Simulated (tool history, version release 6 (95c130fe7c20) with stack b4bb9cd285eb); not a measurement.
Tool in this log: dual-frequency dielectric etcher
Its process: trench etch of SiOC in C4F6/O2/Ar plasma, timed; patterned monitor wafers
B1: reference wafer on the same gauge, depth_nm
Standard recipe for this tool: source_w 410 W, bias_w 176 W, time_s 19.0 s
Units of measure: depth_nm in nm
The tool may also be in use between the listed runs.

Run 1, day 0.000: usual settings; B1 40.03. Result: depth_nm 40.34 nm.
Run 2, day 4.304: usual settings; B1 40.01. Result: depth_nm 40.35 nm.
At day 7.388: wet clean of the chamber.
Run 3, day 7.921: usual settings; B1 39.99. Result: depth_nm 39.89 nm.
Run 4, day 11.933: usual settings; B1 40.02. Result: depth_nm 39.92 nm.
At day 15.367: gauge calibrated.
Run 5, day 16.021: usual settings; B1 40.01. Result: depth_nm 39.97 nm.
At day 17.958: bias power generator calibrated.
Run 6, day 18.292: usual settings but source_w 480 W; B1 40.00. Result: depth_nm 43.36 nm.
Run 7, day 22.288: usual settings but source_w 480 W; B1 39.98. Result: depth_nm 43.47 nm.
At day 25.179: wet clean of the chamber.
Run 8, day 26.088: usual settings but source_w 440 W, bias_w 137 W, time_s 14.5 s; B1 40.00. Result: depth_nm 29.86 nm.
At day 29.896: source power generator calibrated.
At day 30.567: upper electrode replaced.
Run 9, day 30.588: usual settings but bias_w 214 W, time_s 14.5 s; B1 40.03. Result: depth_nm 32.60 nm.
Run 10, day 32.871: usual settings but source_w 510 W, bias_w 151 W; B1 39.97. Result: depth_nm 42.77 nm.
Run 11, day 35.500: usual settings but source_w 380 W, bias_w 208 W, time_s 21.0 s; B1 39.98. Result: depth_nm 45.57 nm.
Run 12, day 37.508: usual settings; B1 40.00. Result: depth_nm 40.53 nm.
Run 13, day 39.967: usual settings; B1 40.01. Result: depth_nm 40.79 nm.
Run 14, day 41.600: usual settings but time_s 13.5 s; B1 40.00. Result: depth_nm 29.01 nm.

3 options for the next run, each taken on its own from the tool as it stands now. Forecast them:
Run A, day 41.617: usual settings; B1 ?. Result: depth_nm ?.
Run B, day 41.617: usual settings but source_w 440 W, bias_w 160 W, time_s 21.5 s; B1 ?. Result: depth_nm ?.
Run C, day 41.617: usual settings but source_w 450 W, bias_w 149 W; B1 ?. Result: depth_nm ?.

run     B1  depth_nm
  A  40.01     40.78
  B  40.01     46.37
  C  40.01     40.63
The same runs, with their run-to-run variation unchanged, on a tool lacking any hidden condition would have given:
run  depth_nm
  A     40.45
  B     45.99
  C     40.29

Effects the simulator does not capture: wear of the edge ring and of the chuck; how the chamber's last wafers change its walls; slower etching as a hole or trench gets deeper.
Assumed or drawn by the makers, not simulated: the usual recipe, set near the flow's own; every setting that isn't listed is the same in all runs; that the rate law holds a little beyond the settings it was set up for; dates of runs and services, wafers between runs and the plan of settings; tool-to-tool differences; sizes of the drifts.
